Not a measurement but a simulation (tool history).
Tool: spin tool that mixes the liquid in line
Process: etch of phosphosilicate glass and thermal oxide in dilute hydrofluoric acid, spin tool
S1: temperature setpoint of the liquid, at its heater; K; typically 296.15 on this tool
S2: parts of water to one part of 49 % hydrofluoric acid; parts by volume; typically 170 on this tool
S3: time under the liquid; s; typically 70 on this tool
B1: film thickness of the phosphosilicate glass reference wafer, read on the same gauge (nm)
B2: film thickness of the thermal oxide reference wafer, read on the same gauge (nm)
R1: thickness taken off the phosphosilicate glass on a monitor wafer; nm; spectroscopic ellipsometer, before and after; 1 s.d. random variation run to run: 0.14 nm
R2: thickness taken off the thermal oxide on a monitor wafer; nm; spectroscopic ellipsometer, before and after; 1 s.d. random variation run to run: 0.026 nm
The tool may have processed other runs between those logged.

run    hour      S1   S2   S3      B1       B2     R1     R2
  1     0.0  299.15  170   70  110.04  129.986  31.02  2.083
  2    44.5  292.65  135   70  110.02  129.968  31.82  2.081
  3   123.2  292.65  135   70  110.01  130.025  31.94  2.056
      182.5  -- hydrofluoric acid flow meter replaced
  4   195.4  292.65  135   70  110.04  130.012  30.53  2.003
  5   276.8  296.15  210   70  110.02  129.985  20.82  1.368
  6   330.5  296.15  210   70  110.02  129.996  21.19  1.366
  7   367.0  296.15  210   70  110.00  129.975  21.35  1.425
  8   411.7  296.15  170   70  110.00  129.981  27.41  1.798
  9   474.7  296.15  215   90  109.99  129.979  26.68  1.729
      491.9  -- gauge calibrated
 10   561.1  296.15  115   95  109.97  129.979  59.22  3.946
 11   621.0  296.15  170   70  110.04  130.026  27.76  1.826
 12   667.9  296.15  170   70  110.00  130.018  28.10  1.784
      754.1  -- hydrofluoric acid flow meter replaced
 13   774.1  296.15  170  105  109.96  129.964  39.82  2.634
 14   824.6  300.65   90   40  109.99  130.017  38.26  2.458
 15   920.1  296.15  115   95  110.03  130.015  57.35  3.752
 16   974.3  301.15  215  105  110.02  129.958  36.66  2.527
 17  1026.7  296.15  170   70  110.03  129.979  27.32  1.801
 18  1124.6  292.65  135   70  109.97  130.006  31.55  2.082
 19  1185.5  296.15  170   70  109.99  130.038  27.65  1.840
 20  1260.6  296.15  170   70  110.03  130.002  27.84  1.884
 21  1366.3  299.15  170   95  110.01  130.036  43.09  2.824
 22  1419.8  292.15  200   60  109.99  130.008  16.95  1.139
     1473.1  -- hydrofluoric acid flow meter replaced
 23  1479.1  293.65  195  110  109.98  129.983  32.28  2.166
 24  1755.8  298.15  135   50  110.00  129.979  27.72  1.794
 25  1854.9  293.15  245  110  110.05  130.043  25.09  1.662
 26  1939.5  293.65  100   90  109.97  129.975  59.39  3.962

Predict each of these 3 candidate next runs independently; none follows another, all start after run 26:
  A  1939.9  296.15  170  70   ?   ?   ?   ?
  B  1939.9  296.15  170  35   ?   ?   ?   ?
  C  1939.9  292.15  170  85   ?   ?   ?   ?

run      B1       B2     R1     R2
  A  110.03  129.975  27.83  1.835
  B  110.03  129.975  13.92  0.917
  C  110.03  129.975  28.91  1.906
Without the tool's unlogged condition, the same runs would have read:
run     R1     R2
  A  26.57  1.752
  B  13.28  0.876
  C  27.61  1.820
